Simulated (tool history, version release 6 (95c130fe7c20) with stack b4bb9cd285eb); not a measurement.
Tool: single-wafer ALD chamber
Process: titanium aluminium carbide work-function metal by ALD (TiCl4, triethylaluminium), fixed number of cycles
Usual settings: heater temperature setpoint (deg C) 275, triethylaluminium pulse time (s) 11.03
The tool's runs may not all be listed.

run   hour  heater temperature setpoint (deg C)  triethylaluminium pulse time (s)  read-back reference wafer on the same gauge, thickness_nm  mean film thickness on the monitor wafer (nm)
  1      0                                  263                              13.3                                                        2.1                                          1.682
  2   10.5                                  263                              13.3                                                        2.1                                          1.695
  3   26.2                                  275                             12.12                                                      2.102                                          1.754
  4   37.6                                  275                             12.12                                                      2.101                                          1.758
  5   47.5                                  275                              8.44                                                        2.1                                          1.615
  6     60                                  275                              8.44                                                        2.1                                          1.622
      93.4  -- showerhead replaced
  7   97.4                                  275                              8.44                                                        2.1                                          1.605
  8  107.6                                  275                                10                                                      2.099                                          1.674
  9  122.1                                  275                             11.03                                                        2.1                                          1.719
       140  -- triethylaluminium bottle replaced
     159.9  -- gauge calibrated
 10  166.1                                  275                             11.03                                                      2.101                                          1.564
     177.1  -- triethylaluminium bottle replaced, repeated, since the last time left the tool worse
 11  180.4                                  275                             11.03                                                        2.1                                          1.789
     192.8  -- thermocouple changed; heater temperature recalibrated
 12  193.3                                  289                             12.84                                                      2.101                                          1.919
 13    206                                  281                             11.03                                                      2.097                                          1.824
 14  222.7                                  275                             11.03                                                      2.101                                          1.779
 15  234.3                                  286                             14.31                                                      2.099                                          1.895
 16  246.7                                  275                              9.58                                                      2.102                                          1.738
 17  257.9                                  269                             12.28                                                        2.1                                          1.749
 18  268.3                                  275                             13.44                                                        2.1                                          1.806
 19  280.7                                  265                              8.68                                                      2.099                                          1.635
 20  290.9                                  275                             15.09                                                      2.101                                          1.826
 21  305.5                                  275                             12.31                                                        2.1                                          1.785

5 ways to go on from here, each from the tool as it stands after run 21. What would each give?
  A  305.9                                  275                             11.03                                                          ?                                              ?
  B  305.9                                  269                             13.76                                                          ?                                              ?
  C  305.9                                  286                              8.23                                                          ?                                              ?
  D  305.9                                  286                             13.47                                                          ?                                              ?
  E  305.9                                  284                              7.93                                                          ?                                              ?

run  read-back reference wafer on the same gauge, thickness_nm  mean film thickness on the monitor wafer (nm)
  A                                                      2.099                                          1.777
  B                                                      2.099                                           1.76
  C                                                      2.099                                          1.776
  D                                                      2.099                                          1.896
  E                                                      2.099                                          1.745
Without the tool's hidden state the same runs would have given:
run  mean film thickness on the monitor wafer (nm)
  A                                          1.788
  B                                          1.766
  C                                            1.8
  D                                          1.902
  E                                          1.771

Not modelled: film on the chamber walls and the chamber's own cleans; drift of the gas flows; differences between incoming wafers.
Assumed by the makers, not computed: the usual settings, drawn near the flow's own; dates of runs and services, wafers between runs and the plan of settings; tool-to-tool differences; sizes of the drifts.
